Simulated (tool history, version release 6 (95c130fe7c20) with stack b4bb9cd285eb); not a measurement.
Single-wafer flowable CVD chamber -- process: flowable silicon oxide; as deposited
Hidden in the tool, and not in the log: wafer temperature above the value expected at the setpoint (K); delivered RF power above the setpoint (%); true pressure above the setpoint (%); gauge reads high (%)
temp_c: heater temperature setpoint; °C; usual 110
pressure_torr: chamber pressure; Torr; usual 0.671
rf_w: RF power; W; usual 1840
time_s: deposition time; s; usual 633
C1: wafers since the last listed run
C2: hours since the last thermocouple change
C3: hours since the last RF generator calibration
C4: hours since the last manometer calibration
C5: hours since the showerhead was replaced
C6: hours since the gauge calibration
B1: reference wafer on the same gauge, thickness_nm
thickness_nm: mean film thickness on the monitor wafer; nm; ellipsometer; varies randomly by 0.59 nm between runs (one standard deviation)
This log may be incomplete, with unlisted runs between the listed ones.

{"run": 1, "hour": 0.0, "temp_c": 110, "pressure_torr": 0.671, "rf_w": 1595, "time_s": 633, "C1": 0, "C2": 542.5, "C3": 1092.3, "C4": 941.8, "C5": 7194.4, "C6": 403.7, "B1": 225.096, "thickness_nm": 206.098}
{"run": 2, "hour": 65.4, "temp_c": 110, "pressure_torr": 0.671, "rf_w": 1840, "time_s": 633, "C1": 142, "C2": 607.9, "C3": 1157.7, "C4": 1007.2, "C5": 7259.8, "C6": 469.1, "B1": 225.07, "thickness_nm": 213.266}
{"run": 3, "hour": 126.2, "temp_c": 110, "pressure_torr": 0.671, "rf_w": 1840, "time_s": 633, "C1": 132, "C2": 668.7, "C3": 1218.5, "C4": 1068, "C5": 7320.6, "C6": 529.9, "B1": 224.892, "thickness_nm": 212.655}
{"run": 4, "hour": 218.2, "temp_c": 110, "pressure_torr": 0.671, "rf_w": 1840, "time_s": 633, "C1": 200, "C2": 760.7, "C3": 1310.5, "C4": 1160, "C5": 7412.6, "C6": 621.9, "B1": 224.855, "thickness_nm": 212.554}
{"run": 5, "hour": 308.3, "temp_c": 110, "pressure_torr": 0.671, "rf_w": 1840, "time_s": 633, "C1": 196, "C2": 850.8, "C3": 1400.6, "C4": 1250.1, "C5": 7502.7, "C6": 712, "B1": 224.95, "thickness_nm": 212.519}
{"run": 6, "hour": 372.7, "temp_c": 110, "pressure_torr": 0.671, "rf_w": 1840, "time_s": 633, "C1": 140, "C2": 915.2, "C3": 1465, "C4": 1314.5, "C5": 7567.1, "C6": 776.4, "B1": 225.049, "thickness_nm": 212.655}
{"run": 7, "hour": 416.5, "temp_c": 110, "pressure_torr": 0.671, "rf_w": 1840, "time_s": 633, "C1": 95, "C2": 959, "C3": 1508.8, "C4": 1358.3, "C5": 7610.9, "C6": 820.2, "B1": 224.712, "thickness_nm": 212.298}
{"run": 8, "hour": 490.9, "temp_c": 110, "pressure_torr": 0.671, "rf_w": 1840, "time_s": 633, "C1": 162, "C2": 1033.4, "C3": 1583.2, "C4": 1432.7, "C5": 7685.3, "C6": 894.6, "B1": 224.989, "thickness_nm": 212.835}
{"run": 9, "hour": 576.4, "temp_c": 110, "pressure_torr": 0.671, "rf_w": 1840, "time_s": 633, "C1": 186, "C2": 1118.9, "C3": 1668.7, "C4": 1518.2, "C5": 7770.8, "C6": 980.1, "B1": 224.993, "thickness_nm": 212.899}
{"run": 10, "hour": 678.4, "temp_c": 110, "pressure_torr": 0.671, "rf_w": 1840, "time_s": 633, "C1": 222, "C2": 1220.9, "C3": 1770.7, "C4": 1620.2, "C5": 7872.8, "C6": 1082.1, "B1": 225.07, "thickness_nm": 211.52}
{"run": 11, "hour": 735.6, "temp_c": 110, "pressure_torr": 0.671, "rf_w": 1840, "time_s": 633, "C1": 124, "C2": 1278.1, "C3": 1827.9, "C4": 1677.4, "C5": 7930, "C6": 1139.3, "B1": 224.992, "thickness_nm": 210.553}
{"run": 12, "hour": 842.3, "temp_c": 110, "pressure_torr": 0.544, "rf_w": 1840, "time_s": 693, "C1": 232, "C2": 1384.8, "C3": 1934.6, "C4": 1784.1, "C5": 8036.7, "C6": 1246, "B1": 224.85, "thickness_nm": 188.553}
{"run": 13, "hour": 893.8, "temp_c": 110, "pressure_torr": 0.671, "rf_w": 1840, "time_s": 633, "C1": 112, "C2": 1436.3, "C3": 1986.1, "C4": 1835.6, "C5": 8088.2, "C6": 1297.5, "B1": 225.123, "thickness_nm": 211.412}
{"run": 14, "hour": 937.9, "temp_c": 123, "pressure_torr": 0.671, "rf_w": 1725, "time_s": 633, "C1": 96, "C2": 1480.4, "C3": 2030.2, "C4": 1879.7, "C5": 8132.3, "C6": 1341.6, "B1": 224.875, "thickness_nm": 147.947}

For run 15, what comes out?
{"hour": 969.5, "done": "capacitance manometer re-zeroed and calibrated"}
{"run": 15, "hour": 1021.2, "temp_c": 105, "pressure_torr": 0.58, "rf_w": 1840, "time_s": 730, "C1": 163, "C2": 1563.7, "C3": 2113.5, "C4": 51.7, "C5": 8215.6, "C6": 1424.9, "B1": "?", "thickness_nm": "?"}

{"run 15": {"B1": 225.005, "thickness_nm": 243.145}}
If the tool had no hidden condition, the same run with the same run-to-run variation would have returned thickness_nm 247.141 nm.
